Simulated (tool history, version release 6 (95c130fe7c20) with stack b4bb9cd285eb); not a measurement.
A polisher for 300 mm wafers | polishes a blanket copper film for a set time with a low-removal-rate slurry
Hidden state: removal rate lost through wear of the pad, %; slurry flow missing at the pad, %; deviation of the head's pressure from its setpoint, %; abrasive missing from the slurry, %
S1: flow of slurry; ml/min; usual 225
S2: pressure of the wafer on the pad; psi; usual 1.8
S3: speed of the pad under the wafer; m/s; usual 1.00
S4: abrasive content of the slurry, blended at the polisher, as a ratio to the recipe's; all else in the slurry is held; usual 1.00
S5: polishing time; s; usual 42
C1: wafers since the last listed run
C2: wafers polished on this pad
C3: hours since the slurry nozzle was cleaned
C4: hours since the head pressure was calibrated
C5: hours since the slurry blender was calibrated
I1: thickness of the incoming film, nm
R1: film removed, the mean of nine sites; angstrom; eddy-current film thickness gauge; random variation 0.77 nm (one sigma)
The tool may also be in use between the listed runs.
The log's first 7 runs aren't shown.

run   hour   S1   S2    S3    S4  S5   C1    C2     C3     C4     C5      I1    R1
  8  174.6  175  1.8  1.00  1.00  53  218  1107  439.2   77.3  272.8  1517.9  1045
     184.8  -- slurry blender recalibrated
  9  203.5  225  1.6  1.28  1.00  37  225  1332  468.1  106.2   18.7  1501.1   838
 10  232.4  225  1.8  1.00  1.00  42  241  1574  497.0  135.1   47.6  1527.1   863
 11  250.0  225  1.8  1.00  1.00  42  147  1722  514.6  152.7   65.2  1501.2   858
     264.0  -- worn pad replaced by a new one
 12  264.5  225  1.8  1.00  1.25  42   87     4  529.1  167.2   79.7  1529.6   895
 13  296.5  225  1.8  1.00  1.00  42  267   272  561.1  199.2  111.7  1560.0   842
 14  311.9  225  1.8  1.00  1.00  42  128   401  576.5  214.6  127.1  1498.6   871
 15  337.1  265  2.0  1.20  1.00  42  210   611  601.7  239.8  152.3  1528.0  1157
     349.8  -- head pressure recalibrated, repeated, since the last time left the tool worse
 16  353.7  225  1.8  1.00  1.30  47  122   734  618.3    3.9  168.9  1508.4   870
     360.5  -- slurry nozzle cleaned
 17  384.6  225  1.8  1.00  1.00  42  250   984   24.1   34.8  199.8  1544.9   763
 18  414.0  190  2.2  1.26  1.00  36  246  1230   53.5   64.2  229.2  1535.6  1000
 19  426.1  225  1.8  1.12  1.00  36  101  1331   65.6   76.3  241.3  1558.0   749
 20  446.5  225  1.8  1.00  1.00  42  170  1502   86.0   96.7  261.7  1511.8   769
     474.2  -- slurry blender recalibrated
     488.1  -- worn pad replaced by a new one
 21  507.3  225  1.3  1.00  0.90  47  458   160  146.8  157.5   33.1  1512.4   620
 22  525.4  255  2.2  1.00  1.00  50  151   311  164.9  175.6   51.2  1521.8  1151
 23  545.2  265  1.8  1.00  1.00  42  165   477  184.7  195.4   71.0  1516.8   799
 24  584.1  225  1.8  1.00  1.00  32  325   803  223.6  234.3  109.9  1537.9   597
 25  599.3  160  1.8  0.88  1.20  36  127   930  238.8  249.5  125.1  1526.2   592
 26  613.1  225  1.8  1.00  1.00  35  115  1045  252.6  263.3  138.9  1523.3   651
 27  627.0  225  1.8  1.00  1.00  42  116  1162  266.5  277.2  152.8  1555.5   775
 28  657.3  225  1.8  1.00  1.00  42  253  1415  296.8  307.5  183.1  1550.5   771
 29  683.4  225  1.8  1.00  1.00  42  218  1634  322.9  333.6  209.2  1541.0   796
     691.4  -- head pressure recalibrated
 30  698.1  225  1.8  1.00  1.00  57  106  1740  337.6    6.7  223.9  1524.1  1024
     718.4  -- slurry blender recalibrated
 31  724.3  150  1.8  1.00  1.00  53  202  1943  363.8   32.9    5.9  1557.1   911

Forecast each of these 3 alternatives for the next run:
  A  724.7  225  1.8  1.00  1.00  42   3  1946  364.2  33.3  6.3  1499.4   ?
  B  724.7  225  2.3  1.00  1.00  42   3  1946  364.2  33.3  6.3  1499.4   ?
  C  724.7  225  2.2  1.00  1.15  42   3  1946  364.2  33.3  6.3  1499.4   ?

run   R1
  A  755
  B  965
  C  950
Without the tool's hidden state the same runs would have given:
run   R1
  A  749
  B  957
  C  943

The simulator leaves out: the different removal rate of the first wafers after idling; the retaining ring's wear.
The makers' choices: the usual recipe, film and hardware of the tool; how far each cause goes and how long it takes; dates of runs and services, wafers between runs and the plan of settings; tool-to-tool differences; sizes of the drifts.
